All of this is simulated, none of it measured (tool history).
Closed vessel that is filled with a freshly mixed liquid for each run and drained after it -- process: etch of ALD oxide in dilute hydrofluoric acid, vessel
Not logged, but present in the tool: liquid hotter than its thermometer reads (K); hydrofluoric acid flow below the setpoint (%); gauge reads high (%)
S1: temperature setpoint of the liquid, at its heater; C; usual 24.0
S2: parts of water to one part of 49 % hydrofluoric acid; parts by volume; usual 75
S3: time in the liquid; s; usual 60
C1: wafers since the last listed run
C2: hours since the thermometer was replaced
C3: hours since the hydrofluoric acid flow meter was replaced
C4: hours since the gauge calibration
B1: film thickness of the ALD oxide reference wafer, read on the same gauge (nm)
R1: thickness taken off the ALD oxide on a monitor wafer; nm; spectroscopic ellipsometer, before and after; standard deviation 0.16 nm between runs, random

{"run": 1, "day": 0.0, "S1": 28.0, "S2": 75, "S3": 60, "C1": 0, "C2": 556.6, "C3": 857.7, "C4": 749.7, "B1": 91.58, "R1": 24.13}
{"run": 2, "day": 1.658, "S1": 28.0, "S2": 75, "S3": 60, "C1": 3640, "C2": 596.4, "C3": 897.5, "C4": 789.5, "B1": 91.68, "R1": 23.92}
{"run": 3, "day": 3.846, "S1": 28.0, "S2": 75, "S3": 60, "C1": 4802, "C2": 648.9, "C3": 950.0, "C4": 842.0, "B1": 91.8, "R1": 24.31}
{"run": 4, "day": 5.558, "S1": 24.0, "S2": 75, "S3": 60, "C1": 3759, "C2": 690.0, "C3": 991.1, "C4": 883.1, "B1": 91.9, "R1": 20.18}
{"day": 6.2, "done": "thermometer replaced"}
{"run": 5, "day": 6.854, "S1": 24.0, "S2": 75, "S3": 60, "C1": 2753, "C2": 15.7, "C3": 1022.2, "C4": 914.2, "B1": 91.97, "R1": 20.2}
{"run": 6, "day": 8.867, "S1": 27.5, "S2": 85, "S3": 60, "C1": 4417, "C2": 64.0, "C3": 1070.5, "C4": 962.5, "B1": 92.1, "R1": 20.8}
{"run": 7, "day": 11.733, "S1": 27.5, "S2": 85, "S3": 60, "C1": 6292, "C2": 132.8, "C3": 1139.3, "C4": 1031.3, "B1": 92.26, "R1": 20.74}
{"run": 8, "day": 12.808, "S1": 24.0, "S2": 95, "S3": 60, "C1": 2359, "C2": 158.6, "C3": 1165.1, "C4": 1057.1, "B1": 92.31, "R1": 15.94}
{"run": 9, "day": 15.521, "S1": 24.0, "S2": 95, "S3": 60, "C1": 5954, "C2": 223.7, "C3": 1230.2, "C4": 1122.2, "B1": 92.43, "R1": 16.18}
{"run": 10, "day": 17.483, "S1": 24.0, "S2": 75, "S3": 60, "C1": 4308, "C2": 270.8, "C3": 1277.3, "C4": 1169.3, "B1": 92.54, "R1": 20.68}
{"run": 11, "day": 19.408, "S1": 20.5, "S2": 75, "S3": 60, "C1": 4225, "C2": 317.0, "C3": 1323.5, "C4": 1215.5, "B1": 92.63, "R1": 17.89}
{"run": 12, "day": 21.108, "S1": 24.0, "S2": 75, "S3": 60, "C1": 3731, "C2": 357.8, "C3": 1364.3, "C4": 1256.3, "B1": 92.76, "R1": 20.92}
{"run": 13, "day": 23.125, "S1": 24.0, "S2": 75, "S3": 60, "C1": 4427, "C2": 406.2, "C3": 1412.7, "C4": 1304.7, "B1": 92.85, "R1": 20.65}
{"run": 14, "day": 24.362, "S1": 24.0, "S2": 75, "S3": 60, "C1": 2716, "C2": 435.9, "C3": 1442.4, "C4": 1334.4, "B1": 92.93, "R1": 21.1}
{"run": 15, "day": 27.188, "S1": 24.0, "S2": 75, "S3": 60, "C1": 6201, "C2": 503.7, "C3": 1510.2, "C4": 1402.2, "B1": 93.07, "R1": 20.93}
{"run": 16, "day": 28.279, "S1": 27.0, "S2": 35, "S3": 70, "C1": 2396, "C2": 529.9, "C3": 1536.4, "C4": 1428.4, "B1": 93.14, "R1": 62.13}
{"run": 17, "day": 30.629, "S1": 20.5, "S2": 100, "S3": 45, "C1": 5158, "C2": 586.3, "C3": 1592.8, "C4": 1484.8, "B1": 93.26, "R1": 9.85}
{"run": 18, "day": 32.058, "S1": 24.0, "S2": 75, "S3": 35, "C1": 3137, "C2": 620.6, "C3": 1627.1, "C4": 1519.1, "B1": 93.36, "R1": 12.34}
{"run": 19, "day": 34.125, "S1": 24.0, "S2": 75, "S3": 60, "C1": 4536, "C2": 670.2, "C3": 1676.7, "C4": 1568.7, "B1": 93.45, "R1": 20.91}
{"day": 35.829, "done": "gauge calibrated"}
{"day": 36.508, "done": "thermometer replaced"}
{"run": 20, "day": 36.938, "S1": 21.0, "S2": 45, "S3": 60, "C1": 6082, "C2": 10.3, "C3": 1744.2, "C4": 26.6, "B1": 89.99, "R1": 30.77}
{"run": 21, "day": 39.65, "S1": 21.0, "S2": 100, "S3": 85, "C1": 5954, "C2": 75.4, "C3": 1809.3, "C4": 91.7, "B1": 90.17, "R1": 18.2}
{"run": 22, "day": 40.838, "S1": 24.0, "S2": 75, "S3": 35, "C1": 2606, "C2": 103.9, "C3": 1837.8, "C4": 120.2, "B1": 90.23, "R1": 11.85}

The next listed run, before its measurement:
{"run": 23, "day": 43.192, "S1": 22.5, "S2": 75, "S3": 60, "C1": 5167, "C2": 160.4, "C3": 1894.3, "C4": 176.7, "B1": "?", "R1": "?"}

B1: 90.37
R1: 19.06 nm
Take away the tool's hidden state, keep the run-to-run variation as it was, and the same run would have given R1 18.99 nm.
